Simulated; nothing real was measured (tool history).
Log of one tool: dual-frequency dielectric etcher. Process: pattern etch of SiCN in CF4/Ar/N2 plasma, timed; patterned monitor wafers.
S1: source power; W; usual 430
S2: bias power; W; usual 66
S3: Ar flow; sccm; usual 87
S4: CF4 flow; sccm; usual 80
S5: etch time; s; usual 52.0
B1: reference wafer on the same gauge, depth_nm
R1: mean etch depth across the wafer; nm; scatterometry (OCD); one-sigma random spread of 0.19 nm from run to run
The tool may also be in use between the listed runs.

| run | hour | S1 | S2 | S3 | S4 | S5 | B1 | R1 |
|---|---|---|---|---|---|---|---|---|
| 1 | 0.0 | 430 | 66 | 87 | 80 | 52.0 | 42.58 | 45.31 |
| 2 | 58.4 | 430 | 66 | 87 | 80 | 52.0 | 42.50 | 45.21 |
|  | 78.8 | CF4 flow controller replaced |
| 3 | 117.4 | 430 | 66 | 87 | 80 | 52.0 | 42.56 | 45.59 |
|  | 192.7 | wet clean of the chamber |
| 4 | 193.2 | 430 | 66 | 87 | 80 | 52.0 | 42.61 | 45.46 |
| 5 | 280.2 | 430 | 66 | 106 | 96 | 41.0 | 42.64 | 35.54 |
|  | 307.5 | bias power generator calibrated |
| 6 | 343.3 | 430 | 66 | 87 | 80 | 52.0 | 42.54 | 45.58 |
| 7 | 420.1 | 430 | 66 | 87 | 80 | 52.0 | 42.60 | 45.37 |
|  | 479.7 | Ar flow controller replaced |
| 8 | 480.1 | 430 | 66 | 87 | 80 | 41.0 | 42.59 | 35.81 |
|  | 534.0 | source power generator calibrated, repeated, since the last time left the tool worse |
| 9 | 582.9 | 430 | 66 | 87 | 73 | 52.0 | 42.62 | 42.45 |
| 10 | 649.7 | 430 | 66 | 66 | 70 | 52.0 | 42.53 | 43.51 |
|  | 707.4 | upper electrode replaced |
| 11 | 728.5 | 430 | 66 | 87 | 80 | 52.0 | 42.66 | 42.76 |
|  | 746.6 | gauge calibrated |
| 12 | 766.2 | 390 | 66 | 109 | 67 | 46.0 | 42.53 | 32.54 |
| 13 | 839.3 | 430 | 61 | 87 | 99 | 36.5 | 42.59 | 29.75 |
|  | 907.0 | wet clean of the chamber |
| 14 | 1078.3 | 430 | 66 | 87 | 73 | 39.0 | 42.60 | 31.94 |
| 15 | 1148.7 | 430 | 56 | 87 | 80 | 52.0 | 42.64 | 40.85 |
| 16 | 1233.9 | 430 | 72 | 105 | 80 | 66.5 | 42.56 | 55.31 |
| 17 | 1307.1 | 390 | 66 | 109 | 67 | 46.0 | 42.61 | 32.78 |
| 18 | 1358.7 | 540 | 66 | 87 | 80 | 60.0 | 42.59 | 63.07 |
| 19 | 1446.8 | 430 | 54 | 87 | 63 | 39.0 | 42.62 | 29.83 |
| 20 | 1545.2 | 540 | 66 | 70 | 80 | 52.0 | 42.61 | 56.23 |

Consider 5 possible next runs. They are alternatives, not a sequence: every one starts from the tool as it was left by run 20. What does each give?
| A | 1545.6 | 430 | 66 | 87 | 80 | 52.0 | ? | ? |
| B | 1545.6 | 430 | 57 | 74 | 80 | 66.5 | ? | ? |
| C | 1545.6 | 490 | 66 | 71 | 80 | 66.0 | ? | ? |
| D | 1545.6 | 350 | 66 | 71 | 68 | 39.0 | ? | ? |
| E | 1545.6 | 370 | 62 | 87 | 72 | 47.5 | ? | ? |

| run | B1 | R1 |
|---|---|---|
| A | 42.63 | 43.09 |
| B | 42.63 | 53.64 |
| C | 42.63 | 64.38 |
| D | 42.63 | 26.15 |
| E | 42.63 | 32.48 |
The same runs, with their run-to-run variation unchanged, on a tool lacking any hidden condition would have given:
| run | R1 |
|---|---|
| A | 42.54 |
| B | 52.95 |
| C | 63.55 |
| D | 25.81 |
| E | 32.07 |

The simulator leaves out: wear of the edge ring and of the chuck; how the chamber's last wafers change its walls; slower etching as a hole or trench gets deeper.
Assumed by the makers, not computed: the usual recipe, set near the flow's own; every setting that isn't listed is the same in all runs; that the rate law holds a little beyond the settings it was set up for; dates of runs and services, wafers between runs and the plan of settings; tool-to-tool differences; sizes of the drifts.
